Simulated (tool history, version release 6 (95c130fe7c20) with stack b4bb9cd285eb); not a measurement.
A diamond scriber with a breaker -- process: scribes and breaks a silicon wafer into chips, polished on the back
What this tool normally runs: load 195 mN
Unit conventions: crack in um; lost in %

| run | day | load | incoming depth of the damage left on the back of the incoming wafer, um | crack | lost |
|---|---|---|---|---|---|
| 1 | 0 | 153 | 0.04 | 7.82 | 21.68 |
| 2 | 2.271 | 153 | 0.03 | 7.99 | 21.26 |
| 3 | 4.9 | 153 | 0.01 | 8.04 | 17.18 |
| 4 | 6.942 | 195 | 0.04 | 10.53 | 2.28 |
| 5 | 8.775 | 195 | 0.03 | 10.75 | 2.18 |
|  | 9 | load on the tip recalibrated |
| 6 | 11.821 | 195 | 0.04 | 10.11 | 1.9 |
| 7 | 16.15 | 168 | 0.05 | 8.88 | 8.96 |
| 8 | 19.079 | 168 | 0.04 | 8.95 | 8.55 |
| 9 | 22.458 | 195 | 0.04 | 10.56 | 2.01 |
| 10 | 25.833 | 195 | 0.02 | 10.64 | 2.13 |
|  | 27.675 | diamond tip replaced by a new one |
|  | 28.117 | load on the tip recalibrated |
| 11 | 28.379 | 240 | 0.02 | 12.65 | 13.5 |
| 12 | 31.267 | 195 | 0.04 | 10.21 | 2.09 |
| 13 | 34.517 | 159 | 0.02 | 8.26 | 13.93 |
| 14 | 37.483 | 195 | 0.01 | 10.42 | 1.98 |
| 15 | 40.038 | 245 | 0.05 | 13.15 | 17.92 |
| 16 | 42.512 | 147 | 0.02 | 7.65 | 20.85 |
| 17 | 45.392 | 145 | 0.04 | 7.65 | 26.86 |
|  | 46.829 | load on the tip recalibrated |
| 18 | 54.604 | 219 | 0.02 | 11.78 | 6.91 |
| 19 | 58.779 | 232 | 0.03 | 12.53 | 12.97 |
| 20 | 61.596 | 216 | 0.03 | 11.94 | 7.65 |
|  | 65.354 | load on the tip recalibrated |
| 21 | 65.65 | 163 | 0.03 | 8.49 | 12.32 |
| 22 | 69.458 | 148 | 0.05 | 7.46 | 27.24 |
| 23 | 72.683 | 243 | 0.02 | 12.73 | 17.28 |
| 24 | 77.029 | 195 | 0.04 | 10.57 | 2.03 |
|  | 83.192 | diamond tip replaced by a new one |
| 25 | 83.212 | 251 | 0.02 | 13.85 | 23.56 |

Below, each run's measurement less what the same run would have read without the hidden state. Both values contain the same run-to-run variation, but the gauge's scatter may not be the same in both:
What the log doesn't record here: share of the diamond tip's cutting effectiveness lost through wear, %; deviation of the load on the tip from its setpoint, %.
| run | crack | lost |
|---|---|---|
| 1 | +0.04 | -0.81 |
| 2 | +0.09 | -1.58 |
| 3 | +0.16 | -2.25 |
| 4 | +0.28 | +0.23 |
| 5 | +0.36 | +0.33 |
| 6 | +0.02 | +0 |
| 7 | +0.07 | -0.64 |
| 8 | +0.12 | -1.22 |
| 9 | +0.25 | +0.16 |
| 10 | +0.38 | +0.35 |
| 11 | -0.01 | -0.12 |
| 12 | +0.01 | +0 |
| 13 | +0.03 | -0.44 |
| 14 | +0.11 | +0.03 |
| 15 | +0.22 | +2.04 |
| 16 | +0.19 | -2.96 |
| 17 | +0.28 | -5.43 |
| 18 | +0.2 | +1.17 |
| 19 | +0.34 | +2.71 |
| 20 | +0.43 | +2.55 |
| 21 | +0.03 | -0.3 |
| 22 | +0.04 | -0.74 |
| 23 | +0.13 | +1.21 |
| 24 | +0.21 | +0.12 |
| 25 | +0.59 | +5.46 |
